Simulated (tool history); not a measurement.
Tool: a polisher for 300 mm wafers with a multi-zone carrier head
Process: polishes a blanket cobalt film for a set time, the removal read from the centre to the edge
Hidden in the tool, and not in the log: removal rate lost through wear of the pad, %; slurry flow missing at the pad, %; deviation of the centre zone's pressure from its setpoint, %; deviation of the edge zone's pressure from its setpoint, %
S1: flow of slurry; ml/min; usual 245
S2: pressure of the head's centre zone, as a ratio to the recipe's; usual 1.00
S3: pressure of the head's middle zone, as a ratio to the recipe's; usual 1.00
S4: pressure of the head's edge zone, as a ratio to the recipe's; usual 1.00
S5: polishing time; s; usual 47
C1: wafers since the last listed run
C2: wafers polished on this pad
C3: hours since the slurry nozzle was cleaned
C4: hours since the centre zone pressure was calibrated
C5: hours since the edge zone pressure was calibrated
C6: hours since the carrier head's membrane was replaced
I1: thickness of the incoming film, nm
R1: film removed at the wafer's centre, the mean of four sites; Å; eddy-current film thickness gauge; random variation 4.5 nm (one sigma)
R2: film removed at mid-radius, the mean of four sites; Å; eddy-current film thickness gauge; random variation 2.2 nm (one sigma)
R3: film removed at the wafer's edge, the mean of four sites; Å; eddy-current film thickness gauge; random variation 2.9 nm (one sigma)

run 1 day=0.000 | S1=195 S2=1.00 S3=1.00 S4=1.00 S5=37 | C1=0 C2=3613 C3=790.4 C4=744.2 C5=302.1 C6=405.0 | I1=1380.4 | R1=2386 R2=2353 R3=2390
-- day=2.246 centre zone pressure recalibrated
run 2 day=2.521 | S1=315 S2=1.00 S3=0.93 S4=1.00 S5=47 | C1=862 C2=4475 C3=850.9 C4=6.6 C5=362.6 C6=465.5 | I1=1424.7 | R1=3244 R2=2916 R3=3105
run 3 day=3.854 | S1=245 S2=1.00 S3=1.00 S4=1.00 S5=47 | C1=471 C2=4947 C3=882.9 C4=38.6 C5=394.6 C6=497.5 | I1=1402.2 | R1=3113 R2=3008 R3=3008
-- day=4.038 slurry nozzle cleaned
-- day=7.662 worn pad replaced by a new one
run 4 day=11.233 | S1=245 S2=1.00 S3=1.00 S4=1.00 S5=47 | C1=2537 C2=1263 C3=172.7 C4=215.7 C5=571.7 C6=674.6 | I1=1421.0 | R1=3374 R2=3187 R3=3194
run 5 day=14.212 | S1=245 S2=1.00 S3=1.00 S4=1.00 S5=47 | C1=1054 C2=2317 C3=244.2 C4=287.2 C5=643.2 C6=746.1 | I1=1409.8 | R1=3259 R2=3170 R3=3103
run 6 day=15.267 | S1=245 S2=1.00 S3=1.00 S4=1.00 S5=42 | C1=373 C2=2690 C3=269.5 C4=312.5 C5=668.5 C6=771.4 | I1=1417.3 | R1=2860 R2=2754 R3=2787
run 7 day=17.108 | S1=245 S2=1.11 S3=1.00 S4=1.11 S5=55 | C1=651 C2=3342 C3=313.7 C4=356.7 C5=712.7 C6=815.6 | I1=1431.8 | R1=4061 R2=3612 R3=3784
-- day=19.846 edge zone pressure recalibrated
run 8 day=20.046 | S1=245 S2=1.00 S3=1.00 S4=1.00 S5=47 | C1=1010 C2=4352 C3=384.2 C4=427.2 C5=4.8 C6=886.1 | I1=1402.8 | R1=3084 R2=3032 R3=3036
run 9 day=21.983 | S1=330 S2=1.06 S3=0.88 S4=1.00 S5=37 | C1=685 C2=5038 C3=430.7 C4=473.7 C5=51.3 C6=932.6 | I1=1425.4 | R1=2725 R2=2200 R3=2426
run 10 day=23.896 | S1=245 S2=1.00 S3=1.00 S4=1.00 S5=61 | C1=676 C2=5714 C3=476.6 C4=519.6 C5=97.2 C6=978.5 | I1=1410.5 | R1=3925 R2=3889 R3=3845
-- day=25.742 worn pad replaced by a new one
run 11 day=26.504 | S1=245 S2=1.00 S3=1.06 S4=1.00 S5=42 | C1=864 C2=270 C3=539.2 C4=582.2 C5=159.8 C6=1041.1 | I1=1412.3 | R1=2893 R2=3016 R3=2860
-- day=26.938 carrier head's membrane replaced by a new one
run 12 day=28.204 | S1=245 S2=0.92 S3=1.09 S4=1.00 S5=35 | C1=527 C2=798 C3=580.0 C4=623.0 C5=200.6 C6=30.4 | I1=1395.1 | R1=2298 R2=2559 R3=2400
run 13 day=30.650 | S1=245 S2=1.10 S3=1.08 S4=1.00 S5=34 | C1=865 C2=1663 C3=638.7 C4=681.7 C5=259.3 C6=89.1 | I1=1393.3 | R1=2536 R2=2433 R3=2262
run 14 day=33.617 | S1=245 S2=1.00 S3=1.00 S4=1.00 S5=47 | C1=1049 C2=2713 C3=709.9 C4=752.9 C5=330.5 C6=160.3 | I1=1417.8 | R1=3188 R2=3092 R3=3101
run 15 day=35.242 | S1=245 S2=1.00 S3=1.00 S4=1.00 S5=47 | C1=575 C2=3288 C3=748.9 C4=791.9 C5=369.5 C6=199.3 | I1=1399.3 | R1=3101 R2=3090 R3=3070
run 16 day=36.833 | S1=245 S2=1.00 S3=1.00 S4=1.00 S5=47 | C1=563 C2=3851 C3=787.1 C4=830.1 C5=407.7 C6=237.5 | I1=1438.4 | R1=3087 R2=3050 R3=3072
run 17 day=37.883 | S1=245 S2=1.00 S3=1.00 S4=1.00 S5=47 | C1=371 C2=4223 C3=812.3 C4=855.3 C5=432.9 C6=262.7 | I1=1414.4 | R1=3137 R2=3009 R3=3043
-- day=38.271 centre zone pressure recalibrated
-- day=39.412 slurry nozzle cleaned
run 18 day=39.925 | S1=245 S2=1.00 S3=1.00 S4=1.00 S5=47 | C1=678 C2=4901 C3=12.3 C4=39.7 C5=481.9 C6=311.7 | I1=1404.7 | R1=3036 R2=2983 R3=2944
run 19 day=41.333 | S1=205 S2=1.00 S3=1.08 S4=1.00 S5=43 | C1=498 C2=5399 C3=46.1 C4=73.5 C5=515.7 C6=345.5 | I1=1408.5 | R1=2754 R2=2820 R3=2635
run 20 day=42.975 | S1=185 S2=1.03 S3=0.91 S4=1.00 S5=56 | C1=580 C2=5980 C3=85.5 C4=112.9 C5=555.1 C6=384.9 | I1=1394.5 | R1=3533 R2=3134 R3=3359
run 21 day=44.088 | S1=245 S2=0.93 S3=1.00 S4=1.11 S5=47 | C1=393 C2=6374 C3=112.2 C4=139.6 C5=581.8 C6=411.6 | I1=1432.1 | R1=2845 R2=2896 R3=3082
-- day=45.225 worn pad replaced by a new one
run 22 day=45.688 | S1=245 S2=1.00 S3=1.00 S4=1.00 S5=47 | C1=507 C2=164 C3=150.6 C4=178.0 C5=620.2 C6=450.0 | I1=1402.8 | R1=3289 R2=3245 R3=3241
run 23 day=47.662 | S1=245 S2=1.12 S3=1.11 S4=1.11 S5=47 | C1=698 C2=862 C3=198.0 C4=225.4 C5=667.6 C6=497.4 | I1=1421.8 | R1=3629 R2=3523 R3=3319

3 ways to go on from here, each from the tool as it stands after run 23. What would each give?
run A day=47.679 | S1=300 S2=1.00 S3=1.00 S4=1.00 S5=47 | C1=5 C2=868 C3=198.4 C4=225.8 C5=668.0 C6=497.8 | I1=1408.0 | R1=? R2=? R3=?
run B day=47.679 | S1=245 S2=0.89 S3=1.00 S4=1.00 S5=47 | C1=5 C2=868 C3=198.4 C4=225.8 C5=668.0 C6=497.8 | I1=1408.0 | R1=? R2=? R3=?
run C day=47.679 | S1=245 S2=1.00 S3=1.10 S4=1.00 S5=40 | C1=5 C2=868 C3=198.4 C4=225.8 C5=668.0 C6=497.8 | I1=1408.0 | R1=? R2=? R3=?

run=A R1=3330 R2=3254 R3=3280
run=B R1=2889 R2=3185 R3=3226
run=C R1=2768 R2=2938 R3=2742
Without the tool's hidden state the same runs would have given:
run=A R1=3392 R2=3315 R3=3341
run=B R1=2944 R2=3245 R3=3287
run=C R1=2820 R2=2993 R3=2793
